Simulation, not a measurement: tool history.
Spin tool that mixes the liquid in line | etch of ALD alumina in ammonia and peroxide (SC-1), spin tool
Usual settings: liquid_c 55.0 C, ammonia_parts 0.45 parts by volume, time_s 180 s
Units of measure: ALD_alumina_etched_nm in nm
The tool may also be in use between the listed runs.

run    hour  liquid_c  ammonia_parts  time_s  read-back film thickness of the ALD alumina reference wafer, read on the same gauge (nm)  ALD_alumina_etched_nm
  1     0.0      59.0           0.45     180                                                                                    150.02                  10.14
       69.7  -- new drum of ammonia solution connected
  2    79.0      59.0           0.45     180                                                                                    149.99                  10.18
       98.6  -- heated supply line repaired
  3   117.9      55.0           0.45     180                                                                                    149.98                   8.63
  4   213.7      64.0           0.45     275                                                                                    150.00                  21.01
      264.6  -- gauge calibrated
  5   280.8      64.0           0.45     230                                                                                    149.99                  17.57
      347.7  -- ammonia flow meter replaced
  6   368.4      57.5           0.45     180                                                                                    149.99                   9.75
  7   437.3      48.5           0.40     145                                                                                    150.00                   4.75
      469.4  -- thermometer replaced
  8   490.9      47.0           0.55     180                                                                                    150.02                   5.59
  9   585.8      62.5           0.35     290                                                                                    149.99                  19.81
 10   642.6      55.0           0.45     180                                                                                    150.00                   8.33
 11   744.2      55.0           0.45     180                                                                                    149.99                   8.38
 12   811.6      55.0           0.45     180                                                                                    149.97                   8.31
      884.9  -- new drum of ammonia solution connected
 13   887.5      55.0           0.45     180                                                                                    149.99                   8.30
      908.3  -- heated supply line repaired
 14   989.4      55.0           0.45     180                                                                                    150.01                   8.57
 15  1074.2      55.0           0.30     180                                                                                    149.97                   8.32
     1092.0  -- ammonia flow meter replaced
 16  1151.2      63.5           0.45     105                                                                                    149.99                   7.73
 17  1196.7      63.5           0.25     235                                                                                    149.99                  16.35
 18  1281.9      55.0           0.45     180                                                                                    150.01                   8.47
 19  1334.7      45.5           0.65      75                                                                                    150.00                   2.15
 20  1433.4      55.0           0.45     180                                                                                    149.99                   8.37

Run 21 comes next. What will it give?
 21  1484.8      46.0           0.25     145                                                                                         ?                      ?

Run 21 produced read-back film thickness of the ALD alumina reference wafer, read on the same gauge (nm) 150.01, ALD_alumina_etched_nm 3.91 nm.
Were there no unlogged condition in the tool, this run, its random variation unchanged, would have produced ALD_alumina_etched_nm 4.11 nm.
